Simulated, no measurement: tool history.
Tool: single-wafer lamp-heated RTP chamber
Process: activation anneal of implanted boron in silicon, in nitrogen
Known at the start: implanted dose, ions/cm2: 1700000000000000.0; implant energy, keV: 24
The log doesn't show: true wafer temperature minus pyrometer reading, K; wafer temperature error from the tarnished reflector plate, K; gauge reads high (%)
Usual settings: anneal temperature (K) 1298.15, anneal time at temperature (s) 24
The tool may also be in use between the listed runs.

run	hour	anneal temperature (K)	anneal time at temperature (s)	wafers since the last listed run	wafers since the last pyrometer calibration	wafers since the reflector plate was cleaned	hours since the gauge calibration	read-back reference wafer on the same gauge, sheet resistance	sheet resistance of the implanted and annealed layer (ohm/square)
1	0.0	1298.15	24	0	1805	666	557.0	62.80	74.37
2	44.3	1277.15	24	700	2506	1366	601.3	62.79	78.00
3	88.4	1277.15	24	697	3203	2063	645.4	62.79	77.86
4	156.8	1298.15	24	1081	4284	3145	713.8	62.77	74.03
5	200.8	1298.15	24	695	4980	3840	757.8	62.77	74.31
# hour 254.1: gauge calibrated
6	269.7	1298.15	24	1089	6069	4930	15.6	62.81	74.11
# hour 400.1: pyrometer window cleaned and pyrometer calibrated
# hour 428.0: reflector plate cleaned
7	437.3	1276.15	24	2396	462	147	183.2	62.80	78.26
8	477.7	1298.15	35	638	1100	786	223.6	62.81	73.26
9	545.5	1298.15	24	1071	2172	1858	291.4	62.75	74.41
10	591.8	1298.15	24	732	2904	2590	337.7	62.79	73.97
11	619.1	1298.15	14	431	3336	3021	365.0	62.84	75.01
12	686.9	1298.15	24	1071	4408	4093	432.8	62.81	73.80
13	724.7	1326.15	13	597	5005	4691	470.6	62.82	71.81
14	756.0	1278.15	31	494	5500	5186	501.9	62.81	76.55
15	798.2	1298.15	24	667	6167	5853	544.1	62.79	73.70
16	851.9	1298.15	24	848	7016	6702	597.8	62.81	73.51
# hour 911.8: reflector plate cleaned
17	912.3	1298.15	24	828	7845	7	658.2	62.85	74.31
18	965.9	1323.15	37	847	8692	854	711.8	62.80	70.47
19	1015.3	1273.15	24	781	9473	1635	761.2	62.78	79.33
# hour 1022.3: gauge calibrated
# hour 1041.4: pyrometer window cleaned and pyrometer calibrated
20	1084.5	1326.15	24	967	682	2603	62.2	62.81	71.05
21	1138.9	1321.15	12	860	1542	3463	116.6	62.82	72.43
22	1207.5	1298.15	16	1084	2626	4547	185.2	62.83	75.21
23	1241.2	1282.15	32	532	3159	5080	218.9	62.77	75.64
24	1315.4	1323.15	37	1173	4332	6253	293.1	62.82	70.23
25	1379.7	1298.15	33	1016	5349	7270	357.4	62.80	72.46

Forecast each of these 3 alternatives for the next run:
A	1380.1	1318.15	24	6	5355	7276	357.8	?	?
B	1380.1	1271.15	20	6	5355	7276	357.8	?	?
C	1380.1	1268.15	10	6	5355	7276	357.8	?	?

run	read-back reference wafer on the same gauge, sheet resistance	sheet resistance of the implanted and annealed layer (ohm/square)
A	62.78	70.88
B	62.78	78.32
C	62.78	81.58
Without the tool's hidden state the same runs would have given:
run	sheet resistance of the implanted and annealed layer (ohm/square)
A	71.53
B	80.13
C	84.10

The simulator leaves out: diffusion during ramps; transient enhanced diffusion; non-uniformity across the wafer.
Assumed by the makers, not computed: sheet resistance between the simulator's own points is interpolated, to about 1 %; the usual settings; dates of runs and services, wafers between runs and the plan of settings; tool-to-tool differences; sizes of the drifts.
